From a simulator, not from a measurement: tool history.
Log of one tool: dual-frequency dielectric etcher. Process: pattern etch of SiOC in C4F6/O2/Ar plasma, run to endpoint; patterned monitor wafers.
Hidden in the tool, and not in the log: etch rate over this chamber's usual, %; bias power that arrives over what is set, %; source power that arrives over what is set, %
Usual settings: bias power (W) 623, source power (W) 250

run	hour	bias power (W)	source power (W)	wafers since the last listed run	hours since the last wet clean	hours since the last bias power generator calibration	hours since the last source power generator calibration	hours since the last upper electrode change	incoming incoming film thickness, nm	endpoint time (s)
1	0.0	623	250	0	93.1	2967.1	3942.4	5367.0	36.05	14.2
2	47.1	623	250	1178	140.2	3014.2	3989.5	5414.1	35.42	13.9
3	57.6	623	250	262	150.7	3024.7	4000.0	5424.6	36.01	14.2
4	106.9	623	250	1233	200.0	3074.0	4049.3	5473.9	35.76	14.2
5	116.8	623	250	247	209.9	3083.9	4059.2	5483.8	35.86	14.1
6	127.8	623	250	275	220.9	3094.9	4070.2	5494.8	35.62	14.1
7	142.6	553	250	370	235.7	3109.7	4085.0	5509.6	35.67	14.9
# hour 151.3: source power generator calibrated
# hour 169.5: upper electrode replaced
8	170.0	553	250	130	263.1	3137.1	18.7	0.5	35.92	15.1
9	170.3	553	250	7	263.4	3137.4	19.0	0.8	35.48	14.7
10	176.8	623	250	162	269.9	3143.9	25.5	7.3	35.55	14.2
11	192.1	623	250	382	285.2	3159.2	40.8	22.6	35.55	14.3
12	198.4	623	250	157	291.5	3165.5	47.1	28.9	36.01	14.3
13	207.9	623	250	237	301.0	3175.0	56.6	38.4	35.75	14.3
14	218.9	623	250	275	312.0	3186.0	67.6	49.4	35.64	14.3
15	232.8	623	250	347	325.9	3199.9	81.5	63.3	35.45	14.3
16	249.7	623	250	423	342.8	3216.8	98.4	80.2	35.43	14.3
17	258.1	560	300	210	351.2	3225.2	106.8	88.6	35.78	14.1
# hour 294.3: wet clean of the chamber
18	294.8	560	300	317	0.5	3261.9	143.5	125.3	36.44	13.7
19	295.1	677	270	7	0.8	3262.2	143.8	125.6	35.55	13.0
20	295.4	760	210	7	1.1	3262.5	144.1	125.9	35.46	13.4
21	302.7	623	250	182	8.4	3269.8	151.4	133.2	35.49	13.7
# hour 308.0: bias power generator calibrated
22	318.6	774	250	297	24.3	10.6	167.3	149.1	35.99	12.8
23	335.1	565	250	412	40.8	27.1	183.8	165.6	35.73	14.3
24	345.0	684	290	247	50.7	37.0	193.7	175.5	35.85	12.8
25	355.5	724	250	262	61.2	47.5	204.2	186.0	35.90	13.1
26	367.4	623	250	297	73.1	59.4	216.1	197.9	36.04	14.1
27	376.9	776	200	237	82.6	68.9	225.6	207.4	35.88	13.9
28	383.4	623	200	162	89.1	75.4	232.1	213.9	35.68	15.1
29	390.4	676	230	175	96.1	82.4	239.1	220.9	35.84	13.9
30	414.2	623	250	595	119.9	106.2	262.9	244.7	35.74	14.1
31	426.1	502	200	297	131.8	118.1	274.8	256.6	35.38	16.3
32	440.4	623	250	357	146.1	132.4	289.1	270.9	35.75	14.1
33	453.7	553	250	332	159.4	145.7	302.4	284.2	35.57	14.6
34	470.4	623	250	417	176.1	162.4	319.1	300.9	35.71	14.0
35	483.0	583	220	315	188.7	175.0	331.7	313.5	35.61	15.3
36	497.5	533	200	362	203.2	189.5	346.2	328.0	35.59	16.3

Hidden state or all else? Some run-to-run changes of endpoint time (s), split into what the settings, what came in and random variation would give without the hidden state, and what is left for the hidden state (with any gauge scatter that isn't in both results):
Run 1 -> 2: no setting changed, nothing entered. endpoint time (s) -0.3: hidden state +0.1, all else -0.4.
Run 3 -> 4: no setting changed, nothing entered. endpoint time (s) +0.0: hidden state +0.1, all else -0.1.
Run 17 -> 18: wet clean of the chamber. endpoint time (s) -0.4: hidden state -0.5, all else +0.1.
Run 22 -> 23: bias power (W) 774 -> 565. endpoint time (s) +1.5: hidden state +0.0, all else +1.5.
Run 30 -> 31: bias power (W) 623 -> 502, source power (W) 250 -> 200. endpoint time (s) +2.2: hidden state +0.0, all else +2.2.
Run 31 -> 32: bias power (W) 502 -> 623, source power (W) 200 -> 250. endpoint time (s) -2.2: hidden state +0.0, all else -2.2.
